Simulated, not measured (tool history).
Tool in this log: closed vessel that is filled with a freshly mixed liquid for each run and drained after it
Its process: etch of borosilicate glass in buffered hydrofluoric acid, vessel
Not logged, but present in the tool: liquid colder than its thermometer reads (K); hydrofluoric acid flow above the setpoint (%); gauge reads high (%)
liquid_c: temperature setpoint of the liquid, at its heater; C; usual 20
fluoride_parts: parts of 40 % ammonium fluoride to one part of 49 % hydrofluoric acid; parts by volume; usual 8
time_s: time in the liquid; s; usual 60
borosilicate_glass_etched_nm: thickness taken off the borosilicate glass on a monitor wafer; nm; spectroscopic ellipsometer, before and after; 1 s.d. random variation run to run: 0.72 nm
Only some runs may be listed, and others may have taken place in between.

| run | day | liquid_c | fluoride_parts | time_s | wafers since the last listed run | hours since the thermometer was replaced | hours since the hydrofluoric acid flow meter was replaced | hours since the gauge calibration | read-back film thickness of the borosilicate glass reference wafer, read on the same gauge (nm) | borosilicate_glass_etched_nm |
|---|---|---|---|---|---|---|---|---|---|---|
| 1 | 0 | 20 | 8 | 60 | 0 | 1267.3 | 1060.4 | 466.8 | 150 | 72.96 |
| 2 | 1.079 | 20 | 8 | 60 | 3716 | 1293.2 | 1086.3 | 492.7 | 149.98 | 73.11 |
| 3 | 1.875 | 20 | 8 | 60 | 2741 | 1312.3 | 1105.4 | 511.8 | 149.98 | 73.1 |
| 4 | 2.425 | 20 | 8 | 60 | 1894 | 1325.5 | 1118.6 | 525 | 150.01 | 73.11 |
| 5 | 3.483 | 20 | 8 | 60 | 3645 | 1350.9 | 1144 | 550.4 | 150 | 73.77 |
| 6 | 4.296 | 20 | 8 | 60 | 2798 | 1370.4 | 1163.5 | 569.9 | 150.03 | 71.92 |
| 7 | 5.154 | 17 | 8 | 60 | 2956 | 1391 | 1184.1 | 590.5 | 149.98 | 60.76 |
| 8 | 5.896 | 17 | 8 | 60 | 2554 | 1408.8 | 1201.9 | 608.3 | 150.01 | 61.19 |
| 9 | 7.162 | 17 | 8 | 60 | 4362 | 1439.2 | 1232.3 | 638.7 | 149.99 | 63.06 |
| 10 | 8.5 | 20 | 8 | 60 | 4606 | 1471.3 | 1264.4 | 670.8 | 150 | 73.79 |
| 11 | 9.342 | 20 | 8 | 60 | 2898 | 1491.5 | 1284.6 | 691 | 150.05 | 72.11 |
| 12 | 9.988 | 20 | 8 | 60 | 2224 | 1507 | 1300.1 | 706.5 | 149.97 | 73.78 |
| 13 | 10.525 | 20 | 8 | 60 | 1851 | 1519.9 | 1313 | 719.4 | 150.03 | 72.26 |
| 14 | 11.692 | 24 | 6 | 50 | 4018 | 1547.9 | 1341 | 747.4 | 150.05 | 99.99 |
|  | 11.921 | gauge calibrated |
|  | 12.267 | thermometer replaced |
| 15 | 13.179 | 20 | 8 | 95 | 4979 | 21.9 | 1376.7 | 30.2 | 149.97 | 136.13 |
| 16 | 14.875 | 17 | 10.5 | 80 | 5840 | 62.6 | 1417.4 | 70.9 | 149.96 | 71.52 |
| 17 | 15.896 | 22 | 8 | 45 | 3515 | 87.1 | 1441.9 | 95.4 | 150.04 | 70.24 |
| 18 | 17.279 | 18 | 8 | 80 | 4764 | 120.3 | 1475.1 | 128.6 | 149.98 | 101.34 |
| 19 | 18.542 | 17.5 | 8 | 60 | 4348 | 150.6 | 1505.4 | 158.9 | 149.95 | 73.37 |
|  | 19.275 | hydrofluoric acid flow meter replaced |
| 20 | 19.338 | 23.5 | 6.5 | 90 | 2597 | 169.7 | 1.5 | 178 | 149.96 | 170.43 |
| 21 | 20.746 | 17 | 8 | 60 | 4850 | 203.5 | 35.3 | 211.8 | 150 | 63.59 |
| 22 | 21.438 | 24 | 6 | 30 | 2382 | 220.1 | 51.9 | 228.4 | 150 | 61.19 |
| 23 | 22.408 | 22.5 | 10 | 45 | 3343 | 243.4 | 75.2 | 251.7 | 149.98 | 52.91 |
| 24 | 23.375 | 20 | 8 | 85 | 3329 | 266.6 | 98.4 | 274.9 | 150 | 105.92 |
| 25 | 24.838 | 17 | 5.5 | 80 | 5037 | 301.7 | 133.5 | 310 | 150.01 | 120.41 |
| 26 | 26.062 | 23.5 | 6.5 | 90 | 4219 | 331.1 | 162.9 | 339.4 | 149.99 | 167.36 |

Selected run-to-run steps in borosilicate_glass_etched_nm, each split into two signed amounts: the part the tool would show with no hidden state at all (from settings, incoming material and random variation), and the remainder, which goes to the hidden state together with any gauge scatter not common to the measured and the hidden-state-free results:
Run 14 -> 15: liquid_c 24 -> 20, fluoride_parts 6 -> 8, time_s 50 -> 95, gauge calibrated, thermometer replaced. borosilicate_glass_etched_nm +36.14 nm: hidden state +18.85, all else +17.29.
Run 15 -> 16: liquid_c 20 -> 17, fluoride_parts 8 -> 10.5, time_s 95 -> 80. borosilicate_glass_etched_nm -64.61 nm: hidden state -8.95, all else -55.66.
Run 19 -> 20: liquid_c 17.5 -> 23.5, fluoride_parts 8 -> 6.5, time_s 60 -> 90, hydrofluoric acid flow meter replaced. borosilicate_glass_etched_nm +97.06 nm: hidden state -8.34, all else +105.4.
Run 20 -> 21: liquid_c 23.5 -> 17, fluoride_parts 6.5 -> 8, time_s 90 -> 60. borosilicate_glass_etched_nm -106.84 nm: hidden state +0.59, all else -107.43.

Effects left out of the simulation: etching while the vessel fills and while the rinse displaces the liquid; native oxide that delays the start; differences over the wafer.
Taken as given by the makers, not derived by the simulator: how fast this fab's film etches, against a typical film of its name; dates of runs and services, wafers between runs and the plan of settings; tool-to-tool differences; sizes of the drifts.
